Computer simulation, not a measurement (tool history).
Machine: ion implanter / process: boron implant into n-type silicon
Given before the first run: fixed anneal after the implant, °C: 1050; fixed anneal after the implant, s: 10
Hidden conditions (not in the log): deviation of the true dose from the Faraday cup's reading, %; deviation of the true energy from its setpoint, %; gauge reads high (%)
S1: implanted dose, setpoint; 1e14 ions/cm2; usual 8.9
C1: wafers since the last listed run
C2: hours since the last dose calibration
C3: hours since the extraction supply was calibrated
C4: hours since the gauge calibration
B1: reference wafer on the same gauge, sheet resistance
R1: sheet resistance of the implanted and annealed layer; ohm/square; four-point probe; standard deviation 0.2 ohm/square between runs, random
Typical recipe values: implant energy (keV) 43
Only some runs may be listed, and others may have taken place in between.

{"run": 1, "hour": 0.0, "S1": 8.9, "implant energy (keV)": 48, "C1": 0, "C2": 1465.7, "C3": 3820.6, "C4": 15.7, "B1": 98.01, "R1": 116.69}
{"run": 2, "hour": 8.9, "S1": 8.9, "implant energy (keV)": 43, "C1": 116, "C2": 1474.6, "C3": 3829.5, "C4": 24.6, "B1": 97.98, "R1": 117.64}
{"run": 3, "hour": 23.2, "S1": 8.9, "implant energy (keV)": 50, "C1": 187, "C2": 1488.9, "C3": 3843.8, "C4": 38.9, "B1": 98.01, "R1": 116.2}
{"run": 4, "hour": 38.1, "S1": 8.9, "implant energy (keV)": 43, "C1": 194, "C2": 1503.8, "C3": 3858.7, "C4": 53.8, "B1": 98.03, "R1": 117.46}
{"run": 5, "hour": 46.7, "S1": 8.9, "implant energy (keV)": 43, "C1": 112, "C2": 1512.4, "C3": 3867.3, "C4": 62.4, "B1": 98, "R1": 117.76}
{"run": 6, "hour": 55.5, "S1": 8.9, "implant energy (keV)": 43, "C1": 115, "C2": 1521.2, "C3": 3876.1, "C4": 71.2, "B1": 98, "R1": 117.56}
{"run": 7, "hour": 68.0, "S1": 8.9, "implant energy (keV)": 43, "C1": 163, "C2": 1533.7, "C3": 3888.6, "C4": 83.7, "B1": 98.05, "R1": 117.62}
{"run": 8, "hour": 75.2, "S1": 8.9, "implant energy (keV)": 43, "C1": 94, "C2": 1540.9, "C3": 3895.8, "C4": 90.9, "B1": 98.02, "R1": 117.97}
{"run": 9, "hour": 88.9, "S1": 8.9, "implant energy (keV)": 43, "C1": 179, "C2": 1554.6, "C3": 3909.5, "C4": 104.6, "B1": 97.99, "R1": 117.96}
{"run": 10, "hour": 98.7, "S1": 8.9, "implant energy (keV)": 43, "C1": 128, "C2": 1564.4, "C3": 3919.3, "C4": 114.4, "B1": 98.04, "R1": 118.08}
{"hour": 125.5, "done": "extraction supply calibrated"}
{"run": 11, "hour": 151.0, "S1": 8.9, "implant energy (keV)": 43, "C1": 579, "C2": 1616.7, "C3": 25.5, "C4": 166.7, "B1": 98.01, "R1": 118.48}
{"run": 12, "hour": 158.5, "S1": 8.9, "implant energy (keV)": 43, "C1": 98, "C2": 1624.2, "C3": 33, "C4": 174.2, "B1": 98, "R1": 118.22}
{"run": 13, "hour": 175.4, "S1": 8.9, "implant energy (keV)": 43, "C1": 221, "C2": 1641.1, "C3": 49.9, "C4": 191.1, "B1": 98, "R1": 118.29}
{"run": 14, "hour": 187.5, "S1": 8.9, "implant energy (keV)": 43, "C1": 158, "C2": 1653.2, "C3": 62, "C4": 203.2, "B1": 98.04, "R1": 118.54}
{"run": 15, "hour": 198.6, "S1": 8.9, "implant energy (keV)": 43, "C1": 145, "C2": 1664.3, "C3": 73.1, "C4": 214.3, "B1": 98.02, "R1": 118.52}
{"run": 16, "hour": 208.5, "S1": 8.9, "implant energy (keV)": 55, "C1": 129, "C2": 1674.2, "C3": 83, "C4": 224.2, "B1": 98.02, "R1": 116.08}
{"run": 17, "hour": 221.4, "S1": 7.04, "implant energy (keV)": 35, "C1": 168, "C2": 1687.1, "C3": 95.9, "C4": 237.1, "B1": 98.03, "R1": 146.35}
{"run": 18, "hour": 232.1, "S1": 8.9, "implant energy (keV)": 54.5, "C1": 139, "C2": 1697.8, "C3": 106.6, "C4": 247.8, "B1": 97.97, "R1": 116.12}
{"run": 19, "hour": 245.3, "S1": 8.9, "implant energy (keV)": 43, "C1": 172, "C2": 1711, "C3": 119.8, "C4": 261, "B1": 98.02, "R1": 118.76}
{"hour": 270.5, "done": "Faraday cup replaced and dose calibrated"}
{"run": 20, "hour": 271.0, "S1": 10.46, "implant energy (keV)": 56.5, "C1": 231, "C2": 0.5, "C3": 145.5, "C4": 286.7, "B1": 98, "R1": 97.17}
{"hour": 279.5, "done": "gauge calibrated"}
{"run": 21, "hour": 279.6, "S1": 6.71, "implant energy (keV)": 43, "C1": 112, "C2": 9.1, "C3": 154.1, "C4": 0.1, "B1": 97.94, "R1": 142.91}
{"run": 22, "hour": 292.7, "S1": 9.69, "implant energy (keV)": 30.5, "C1": 171, "C2": 22.2, "C3": 167.2, "C4": 13.2, "B1": 98.02, "R1": 108.44}
{"run": 23, "hour": 302.7, "S1": 10.79, "implant energy (keV)": 32.5, "C1": 130, "C2": 32.2, "C3": 177.2, "C4": 23.2, "B1": 98.02, "R1": 98.84}
{"run": 24, "hour": 309.4, "S1": 10.21, "implant energy (keV)": 34, "C1": 87, "C2": 38.9, "C3": 183.9, "C4": 29.9, "B1": 98.03, "R1": 103.18}
{"run": 25, "hour": 324.3, "S1": 8.9, "implant energy (keV)": 43, "C1": 194, "C2": 53.8, "C3": 198.8, "C4": 44.8, "B1": 97.96, "R1": 113.8}
{"run": 26, "hour": 341.9, "S1": 11.18, "implant energy (keV)": 34.5, "C1": 230, "C2": 71.4, "C3": 216.4, "C4": 62.4, "B1": 98.05, "R1": 95.45}
{"run": 27, "hour": 357.0, "S1": 11.1, "implant energy (keV)": 57, "C1": 197, "C2": 86.5, "C3": 231.5, "C4": 77.5, "B1": 97.92, "R1": 92.31}
{"run": 28, "hour": 366.6, "S1": 11.4, "implant energy (keV)": 47.5, "C1": 125, "C2": 96.1, "C3": 241.1, "C4": 87.1, "B1": 98, "R1": 91.8}

Predict each of these 5 candidate next runs independently; none follows another, all start after run 28:
{"run": "A", "hour": 367.0, "S1": 9.66, "implant energy (keV)": 43, "C1": 5, "C2": 96.5, "C3": 241.5, "C4": 87.5, "B1": "?", "R1": "?"}
{"run": "B", "hour": 367.0, "S1": 8, "implant energy (keV)": 50.5, "C1": 5, "C2": 96.5, "C3": 241.5, "C4": 87.5, "B1": "?", "R1": "?"}
{"run": "C", "hour": 367.0, "S1": 11.06, "implant energy (keV)": 43, "C1": 5, "C2": 96.5, "C3": 241.5, "C4": 87.5, "B1": "?", "R1": "?"}
{"run": "D", "hour": 367.0, "S1": 10.58, "implant energy (keV)": 55, "C1": 5, "C2": 96.5, "C3": 241.5, "C4": 87.5, "B1": "?", "R1": "?"}
{"run": "E", "hour": 367.0, "S1": 11.06, "implant energy (keV)": 57.5, "C1": 5, "C2": 96.5, "C3": 241.5, "C4": 87.5, "B1": "?", "R1": "?"}

run=A B1=98.08 R1=106.21
run=B B1=98.08 R1=122.15
run=C B1=98.08 R1=94.9
run=D B1=98.08 R1=96.46
run=E B1=98.08 R1=92.54
What these runs would have given with no unlogged condition in the tool:
run=A R1=106.52
run=B R1=122.5
run=C R1=95.19
run=D R1=96.75
run=E R1=92.82

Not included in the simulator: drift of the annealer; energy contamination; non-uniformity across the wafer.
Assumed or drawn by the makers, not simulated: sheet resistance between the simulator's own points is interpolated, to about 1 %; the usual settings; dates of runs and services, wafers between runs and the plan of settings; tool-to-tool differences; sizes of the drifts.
